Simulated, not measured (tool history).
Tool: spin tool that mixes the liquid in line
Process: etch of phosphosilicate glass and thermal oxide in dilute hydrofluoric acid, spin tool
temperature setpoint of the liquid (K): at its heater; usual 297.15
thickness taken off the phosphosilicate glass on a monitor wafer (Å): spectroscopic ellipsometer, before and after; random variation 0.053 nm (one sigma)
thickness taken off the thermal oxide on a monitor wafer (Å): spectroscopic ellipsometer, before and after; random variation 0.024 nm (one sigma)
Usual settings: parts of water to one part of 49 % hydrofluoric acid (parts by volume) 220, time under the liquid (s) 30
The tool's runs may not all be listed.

run	day	temperature setpoint of the liquid (K)	parts of water to one part of 49 % hydrofluoric acid (parts by volume)	time under the liquid (s)	read-back film thickness of the phosphosilicate glass reference wafer, read on the same gauge (nm)	read-back film thickness of the thermal oxide reference wafer, read on the same gauge (nm)	thickness taken off the phosphosilicate glass on a monitor wafer (Å)	thickness taken off the thermal oxide on a monitor wafer (Å)
1	0	297.15	220	30	39.43	88.77	130.4	5.11
2	1.162	297.15	220	30	39.43	88.625	132	4.87
3	2.354	297.15	220	30	39.37	88.519	131.6	5.32
4	5.796	297.15	140	30	39.25	88.327	224.6	8.48
5	6.546	297.15	140	30	39.28	88.289	224.9	8.79
6	8.033	297.15	140	30	39.24	88.247	225.6	8.54
7	9.446	295.65	140	30	39.17	88.199	211.8	8.69
# day 12.408: gauge calibrated
# day 13.554: thermometer replaced
8	13.575	297.15	220	30	39.87	89.721	131.8	5.39
# day 13.912: hydrofluoric acid flow meter replaced
9	15.588	297.15	220	30	39.71	89.301	132.9	5.54
10	16.567	297.15	220	30	39.57	89.177	132.3	4.71
11	17.246	295.15	220	30	39.55	89.062	122.5	4.76
12	18.546	297.15	220	30	39.53	88.916	131.5	4.85
13	19.071	295.65	135	15	39.54	88.849	112.1	4.62
14	19.812	297.15	140	30	39.47	88.772	226.2	8.57
15	20.662	297.15	115	25	39.48	88.7	236.2	9.45
16	21.712	295.15	110	20	39.43	88.602	182.1	7.68
17	23.021	295.15	325	30	39.35	88.521	74.4	3.04
18	23.604	295.15	170	50	39.35	88.522	276.5	11.01

Some steps in thickness taken off the phosphosilicate glass on a monitor wafer (Å) between neighbouring runs. How much of each would the tool show without its hidden state too (settings, what came in, random variation), and how much is left for the hidden state, with any gauge scatter that isn't in both results?
The hidden state here: liquid colder than its thermometer reads (K); hydrofluoric acid flow below the setpoint (%); gauge reads high (%).
Run 7 -> 8: temperature setpoint of the liquid (K) 295.65 -> 297.15, parts of water to one part of 49 % hydrofluoric acid (parts by volume) 140 -> 220, gauge calibrated, thermometer replaced. thickness taken off the phosphosilicate glass on a monitor wafer (Å) -80: hidden state +4, all else -84.
Run 17 -> 18: parts of water to one part of 49 % hydrofluoric acid (parts by volume) 325 -> 170, time under the liquid (s) 30 -> 50. thickness taken off the phosphosilicate glass on a monitor wafer (Å) +202.1: hidden state -3.3, all else +205.4.
